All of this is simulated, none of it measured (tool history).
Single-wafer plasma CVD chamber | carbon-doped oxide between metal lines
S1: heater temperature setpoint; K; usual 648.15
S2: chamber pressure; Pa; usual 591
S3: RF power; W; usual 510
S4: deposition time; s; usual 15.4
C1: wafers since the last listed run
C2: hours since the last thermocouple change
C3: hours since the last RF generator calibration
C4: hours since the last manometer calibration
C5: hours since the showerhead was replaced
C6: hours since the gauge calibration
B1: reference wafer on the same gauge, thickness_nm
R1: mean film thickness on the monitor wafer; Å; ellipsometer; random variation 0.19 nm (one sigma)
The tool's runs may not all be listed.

run,hour,S1,S2,S3,S4,C1,C2,C3,C4,C5,C6,B1,R1
1,0.0,648.15,591,510,15.4,0,2066.2,740.6,2029.6,4121.0,270.8,64.234,759.56
2,11.3,648.15,591,545,16.7,284,2077.5,751.9,2040.9,4132.3,282.1,64.184,856.52
3,27.5,648.15,637,510,15.4,407,2093.7,768.1,2057.1,4148.5,298.3,64.152,762.48
4,35.4,648.15,637,510,15.4,198,2101.6,776.0,2065.0,4156.4,306.2,64.209,760.44
5,50.7,643.15,591,510,15.4,384,2116.9,791.3,2080.3,4171.7,321.5,64.219,762.80
6,63.4,643.15,591,510,15.4,319,2129.6,804.0,2093.0,4184.4,334.2,64.207,763.57
7,71.0,643.15,591,510,15.4,191,2137.2,811.6,2100.6,4192.0,341.8,64.178,759.97
8,82.7,648.15,591,510,13.7,294,2148.9,823.3,2112.3,4203.7,353.5,64.221,671.17
# hour 96.8: capacitance manometer re-zeroed and calibrated
9,124.8,648.15,591,510,13.7,857,2191.0,865.4,28.0,4245.8,395.6,64.111,670.20
# hour 143.4: RF generator calibrated
# hour 150.0: thermocouple changed; heater temperature recalibrated
10,150.5,648.15,591,510,15.4,280,0.5,7.1,53.7,4271.5,421.3,64.230,788.26
11,150.8,648.15,591,510,15.4,7,0.8,7.4,54.0,4271.8,421.6,64.256,789.19
12,163.9,648.15,591,510,15.4,329,13.9,20.5,67.1,4284.9,434.7,64.226,785.30
# hour 168.1: gauge calibrated
13,180.6,648.15,591,510,15.4,419,30.6,37.2,83.8,4301.6,12.5,64.219,788.60
14,192.8,653.15,591,510,12.5,306,42.8,49.4,96.0,4313.8,24.7,64.199,636.32
15,207.5,648.15,591,510,15.4,369,57.5,64.1,110.7,4328.5,39.4,64.164,788.01
16,214.6,648.15,591,580,13.9,178,64.6,71.2,117.8,4335.6,46.5,64.235,768.56
# hour 231.6: showerhead replaced
17,232.1,658.15,737,540,15.4,238,82.1,88.7,135.3,0.5,64.0,64.202,818.77
18,239.8,638.15,591,595,15.4,193,89.8,96.4,143.0,8.2,71.7,64.130,880.22
19,250.8,641.15,591,510,14.1,276,100.8,107.4,154.0,19.2,82.7,64.201,732.77
20,267.4,659.15,591,450,15.4,417,117.4,124.0,170.6,35.8,99.3,64.138,714.51
21,280.4,648.15,647,510,15.4,326,130.4,137.0,183.6,48.8,112.3,64.122,790.52
22,293.3,648.15,591,540,15.4,324,143.3,149.9,196.5,61.7,125.2,64.269,815.86
23,301.3,661.15,451,510,15.4,201,151.3,157.9,204.5,69.7,133.2,64.156,753.39
24,316.2,641.15,591,510,15.4,374,166.2,172.8,219.4,84.6,148.1,64.280,796.01
25,327.5,635.15,707,510,15.4,284,177.5,184.1,230.7,95.9,159.4,64.175,822.01
26,338.1,639.15,591,580,15.4,266,188.1,194.7,241.3,106.5,170.0,64.197,865.78
27,370.4,648.15,591,510,15.4,811,220.4,227.0,273.6,138.8,202.3,64.187,784.57

Run 28 comes next. What will it give?
28,385.1,640.15,591,510,12.8,369,235.1,241.7,288.3,153.5,217.0,?,?

Run 28 gave B1 64.262, R1 667.81 Å.
Without the tool's hidden state the same run would have given R1 670.82 Å.

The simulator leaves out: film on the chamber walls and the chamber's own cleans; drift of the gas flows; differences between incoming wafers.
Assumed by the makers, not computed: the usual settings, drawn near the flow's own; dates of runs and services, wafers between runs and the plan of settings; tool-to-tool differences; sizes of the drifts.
